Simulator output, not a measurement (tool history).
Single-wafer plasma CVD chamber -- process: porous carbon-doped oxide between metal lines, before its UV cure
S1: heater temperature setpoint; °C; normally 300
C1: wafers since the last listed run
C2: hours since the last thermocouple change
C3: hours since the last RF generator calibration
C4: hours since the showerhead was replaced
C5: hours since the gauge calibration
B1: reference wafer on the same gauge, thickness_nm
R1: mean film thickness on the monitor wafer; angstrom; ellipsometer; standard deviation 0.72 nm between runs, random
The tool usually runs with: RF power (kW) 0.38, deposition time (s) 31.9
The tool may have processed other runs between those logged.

run 1 hour=0 | S1=300 RF_power_(kW)=0.38 deposition_time_(s)=31.9 | C1=0 C2=1673.9 C3=1225 C4=4695.9 C5=436.8 | B1=138.505 | R1=1443.09
run 2 hour=29.6 | S1=300 RF_power_(kW)=0.38 deposition_time_(s)=31.9 | C1=760 C2=1703.5 C3=1254.6 C4=4725.5 C5=466.4 | B1=138.826 | R1=1453.61
run 3 hour=54.7 | S1=300 RF_power_(kW)=0.38 deposition_time_(s)=31.9 | C1=645 C2=1728.6 C3=1279.7 C4=4750.6 C5=491.5 | B1=138.612 | R1=1450.28
run 4 hour=79.4 | S1=300 RF_power_(kW)=0.38 deposition_time_(s)=31.9 | C1=634 C2=1753.3 C3=1304.4 C4=4775.3 C5=516.2 | B1=138.64 | R1=1466.2
run 5 hour=108.3 | S1=300 RF_power_(kW)=0.38 deposition_time_(s)=31.9 | C1=742 C2=1782.2 C3=1333.3 C4=4804.2 C5=545.1 | B1=138.748 | R1=1441.29
run 6 hour=125.1 | S1=300 RF_power_(kW)=0.38 deposition_time_(s)=31.9 | C1=431 C2=1799 C3=1350.1 C4=4821 C5=561.9 | B1=138.722 | R1=1453.59
run 7 hour=186.9 | S1=300 RF_power_(kW)=0.38 deposition_time_(s)=31.9 | C1=1588 C2=1860.8 C3=1411.9 C4=4882.8 C5=623.7 | B1=139.099 | R1=1457.81
run 8 hour=200.2 | S1=300 RF_power_(kW)=0.38 deposition_time_(s)=31.9 | C1=341 C2=1874.1 C3=1425.2 C4=4896.1 C5=637 | B1=139.066 | R1=1462.38
run 9 hour=224.1 | S1=300 RF_power_(kW)=0.38 deposition_time_(s)=34.1 | C1=614 C2=1898 C3=1449.1 C4=4920 C5=660.9 | B1=139.126 | R1=1562.29
run 10 hour=258.4 | S1=300 RF_power_(kW)=0.38 deposition_time_(s)=34.1 | C1=881 C2=1932.3 C3=1483.4 C4=4954.3 C5=695.2 | B1=139.325 | R1=1566.81
run 11 hour=286.6 | S1=300 RF_power_(kW)=0.38 deposition_time_(s)=31.9 | C1=724 C2=1960.5 C3=1511.6 C4=4982.5 C5=723.4 | B1=139.459 | R1=1457.15
-- hour=319.4 thermocouple changed; heater temperature recalibrated
run 12 hour=319.9 | S1=300 RF_power_(kW)=0.38 deposition_time_(s)=31.9 | C1=650 C2=0.5 C3=1544.9 C4=5015.8 C5=756.7 | B1=139.788 | R1=1449.81
run 13 hour=342.7 | S1=300 RF_power_(kW)=0.38 deposition_time_(s)=31.9 | C1=586 C2=23.3 C3=1567.7 C4=5038.6 C5=779.5 | B1=139.725 | R1=1468.28
run 14 hour=373.5 | S1=300 RF_power_(kW)=0.38 deposition_time_(s)=31.9 | C1=791 C2=54.1 C3=1598.5 C4=5069.4 C5=810.3 | B1=139.816 | R1=1470.01
run 15 hour=406.9 | S1=294 RF_power_(kW)=0.31 deposition_time_(s)=34.9 | C1=858 C2=87.5 C3=1631.9 C4=5102.8 C5=843.7 | B1=140.056 | R1=1385.78
run 16 hour=433 | S1=300 RF_power_(kW)=0.36 deposition_time_(s)=27 | C1=670 C2=113.6 C3=1658 C4=5128.9 C5=869.8 | B1=140.103 | R1=1196.05
-- hour=455.7 RF generator calibrated
run 17 hour=466.2 | S1=300 RF_power_(kW)=0.315 deposition_time_(s)=31.9 | C1=647 C2=146.8 C3=10.5 C4=5162.1 C5=903 | B1=140.222 | R1=1245.77
run 18 hour=481.9 | S1=304 RF_power_(kW)=0.355 deposition_time_(s)=37.7 | C1=403 C2=162.5 C3=26.2 C4=5177.8 C5=918.7 | B1=140.485 | R1=1586.07
run 19 hour=516.4 | S1=300 RF_power_(kW)=0.38 deposition_time_(s)=31.9 | C1=886 C2=197 C3=60.7 C4=5212.3 C5=953.2 | B1=140.555 | R1=1472.11
run 20 hour=550.6 | S1=300 RF_power_(kW)=0.38 deposition_time_(s)=31.9 | C1=879 C2=231.2 C3=94.9 C4=5246.5 C5=987.4 | B1=140.691 | R1=1458.8
run 21 hour=578.7 | S1=296 RF_power_(kW)=0.335 deposition_time_(s)=36.5 | C1=722 C2=259.3 C3=123 C4=5274.6 C5=1015.5 | B1=141.008 | R1=1534.2
-- hour=583.2 gauge calibrated
run 22 hour=600.2 | S1=312 RF_power_(kW)=0.38 deposition_time_(s)=31.9 | C1=552 C2=280.8 C3=144.5 C4=5296.1 C5=17 | B1=137.233 | R1=1363.84
run 23 hour=621.5 | S1=305 RF_power_(kW)=0.34 deposition_time_(s)=29 | C1=547 C2=302.1 C3=165.8 C4=5317.4 C5=38.3 | B1=137.259 | R1=1171.02
run 24 hour=653.1 | S1=315 RF_power_(kW)=0.44 deposition_time_(s)=26.9 | C1=812 C2=333.7 C3=197.4 C4=5349 C5=69.9 | B1=137.406 | R1=1270.49
-- hour=664 showerhead replaced
run 25 hour=680.5 | S1=300 RF_power_(kW)=0.38 deposition_time_(s)=31.9 | C1=498 C2=361.1 C3=224.8 C4=16.5 C5=97.3 | B1=137.327 | R1=1416.88
run 26 hour=713.8 | S1=292 RF_power_(kW)=0.31 deposition_time_(s)=37 | C1=855 C2=394.4 C3=258.1 C4=49.8 C5=130.6 | B1=137.304 | R1=1459.82
run 27 hour=742.5 | S1=306 RF_power_(kW)=0.425 deposition_time_(s)=36.9 | C1=737 C2=423.1 C3=286.8 C4=78.5 C5=159.3 | B1=137.237 | R1=1763.64
run 28 hour=756.7 | S1=305 RF_power_(kW)=0.44 deposition_time_(s)=28 | C1=364 C2=437.3 C3=301 C4=92.7 C5=173.5 | B1=137.419 | R1=1385.9
run 29 hour=770.4 | S1=285 RF_power_(kW)=0.42 deposition_time_(s)=29.5 | C1=352 C2=451 C3=314.7 C4=106.4 C5=187.2 | B1=137.535 | R1=1558.74
run 30 hour=852.2 | S1=300 RF_power_(kW)=0.38 deposition_time_(s)=31.9 | C1=2102 C2=532.8 C3=396.5 C4=188.2 C5=269 | B1=137.494 | R1=1434.58
run 31 hour=871.4 | S1=300 RF_power_(kW)=0.435 deposition_time_(s)=29 | C1=493 C2=552 C3=415.7 C4=207.4 C5=288.2 | B1=137.381 | R1=1467.86
run 32 hour=902.1 | S1=300 RF_power_(kW)=0.38 deposition_time_(s)=31.9 | C1=789 C2=582.7 C3=446.4 C4=238.1 C5=318.9 | B1=137.665 | R1=1437.45
run 33 hour=936.2 | S1=300 RF_power_(kW)=0.38 deposition_time_(s)=31.9 | C1=876 C2=616.8 C3=480.5 C4=272.2 C5=353 | B1=137.549 | R1=1439.39
run 34 hour=963.1 | S1=295 RF_power_(kW)=0.42 deposition_time_(s)=35.9 | C1=691 C2=643.7 C3=507.4 C4=299.1 C5=379.9 | B1=137.934 | R1=1784.95
run 35 hour=1061.8 | S1=310 RF_power_(kW)=0.325 deposition_time_(s)=26.8 | C1=2536 C2=742.4 C3=606.1 C4=397.8 C5=478.6 | B1=138.275 | R1=1016.73

3 options for the next run, each taken on its own from the tool as it stands now. Forecast them:
run A hour=1062.2 | S1=300 RF_power_(kW)=0.435 deposition_time_(s)=31.9 | C1=10 C2=742.8 C3=606.5 C4=398.2 C5=479 | B1=? | R1=?
run B hour=1062.2 | S1=288 RF_power_(kW)=0.35 deposition_time_(s)=27.7 | C1=10 C2=742.8 C3=606.5 C4=398.2 C5=479 | B1=? | R1=?
run C hour=1062.2 | S1=305 RF_power_(kW)=0.38 deposition_time_(s)=30.3 | C1=10 C2=742.8 C3=606.5 C4=398.2 C5=479 | B1=? | R1=?

run=A B1=138.224 R1=1611.51
run=B B1=138.224 R1=1250.7
run=C B1=138.224 R1=1340.62
Stripped of hidden state, with their random variation kept, the same runs would have yielded:
run=A R1=1610.7
run=B R1=1250.06
run=C R1=1339.95
